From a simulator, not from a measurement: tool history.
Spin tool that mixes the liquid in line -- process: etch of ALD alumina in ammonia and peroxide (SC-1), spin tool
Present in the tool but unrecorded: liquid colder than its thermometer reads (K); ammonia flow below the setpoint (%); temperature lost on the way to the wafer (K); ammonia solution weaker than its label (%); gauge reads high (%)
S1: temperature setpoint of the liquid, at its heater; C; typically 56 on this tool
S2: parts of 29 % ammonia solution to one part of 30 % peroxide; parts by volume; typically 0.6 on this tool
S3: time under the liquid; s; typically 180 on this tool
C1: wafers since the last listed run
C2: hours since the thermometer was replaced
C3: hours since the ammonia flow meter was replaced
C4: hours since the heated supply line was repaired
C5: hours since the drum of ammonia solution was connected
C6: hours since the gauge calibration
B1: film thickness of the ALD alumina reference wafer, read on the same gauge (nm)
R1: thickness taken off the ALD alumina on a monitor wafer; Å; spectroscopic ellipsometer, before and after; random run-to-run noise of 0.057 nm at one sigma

run	day	S1	S2	S3	C1	C2	C3	C4	C5	C6	B1	R1
1	0	64	0.6	180	0	2081.2	1484.2	414.1	659.3	260.2	69.99	115.5
2	1.367	64	0.6	180	326	2114	1517	446.9	692.1	293	70.03	115.7
3	2.571	64	0.6	180	287	2142.9	1545.9	475.8	721	321.9	70.05	116.4
4	3.525	56	0.6	180	227	2165.8	1568.8	498.7	743.9	344.8	69.98	76
5	4.725	56	0.6	180	286	2194.6	1597.6	527.5	772.7	373.6	69.98	76.3
6	5.342	56	0.6	180	147	2209.4	1612.4	542.3	787.5	388.4	69.99	75.5
7	8.812	56	0.6	180	829	2292.7	1695.7	625.6	870.8	471.7	69.94	75.7
# day 8.988: heated supply line repaired
8	9.362	56	0.6	180	121	2305.9	1708.9	9	884	484.9	69.99	79.5
9	10	56	0.65	180	152	2321.2	1724.2	24.3	899.3	500.2	69.97	79.6
10	11.35	56	0.65	180	322	2353.6	1756.6	56.7	931.7	532.6	69.95	78.8
# day 11.954: new drum of ammonia solution connected
11	12.108	56	0.75	180	171	2371.8	1774.8	74.9	3.7	550.8	70	80.7
# day 12.483: thermometer replaced
12	12.996	56	0.75	180	202	12.3	1796.1	96.2	25	572.1	69.99	80.3
# day 15.371: gauge calibrated
# day 16.142: ammonia flow meter replaced
13	16.162	56	0.6	180	746	88.3	0.5	172.2	101	19	69.99	78.9
14	17.471	61.5	0.75	215	312	119.7	31.9	203.6	132.4	50.4	69.98	127
15	18.079	56	0.6	285	145	134.3	46.5	218.2	147	65	70.02	123.8
16	18.871	56	0.6	260	189	153.3	65.5	237.2	166	84	70.02	110.8
17	19.608	62	0.45	245	176	171	83.2	254.9	183.7	101.7	70.01	141.6
18	21.054	48	0.6	180	345	205.7	117.9	289.6	218.4	136.4	69.97	49.5
19	22.079	52	0.6	140	244	230.3	142.5	314.2	243	161	70.01	48.4
20	23.046	56	0.6	180	230	253.5	165.7	337.4	266.2	184.2	70	76.9
21	24.262	56	0.6	180	290	282.7	194.9	366.6	295.4	213.4	69.98	77.4
22	24.871	56	0.6	180	145	297.3	209.5	381.2	310	228	70	76.7
23	26.317	53	0.6	180	345	332	244.2	415.9	344.7	262.7	70	64.7
24	27.1	62.5	0.35	180	187	350.8	263	434.7	363.5	281.5	70.01	99.4

Exercise: give the hidden state of the tool at every run:
liquid colder than its thermometer reads (K): 0 on each run
ammonia flow below the setpoint (%): 0 on each run
ammonia solution weaker than its label (%): 0 on each run
gauge reads high (%): 0 on each run
H1: temperature lost on the way to the wafer (K)
run	H1
1	0.954
2	1.02
3	1.08
4	1.12
5	1.18
6	1.21
7	1.37
8	0.364
9	0.394
10	0.458
11	0.494
12	0.536
13	0.686
14	0.748
15	0.777
16	0.815
17	0.85
18	0.919
19	0.967
20	1.01
21	1.07
22	1.1
23	1.17
24	1.21
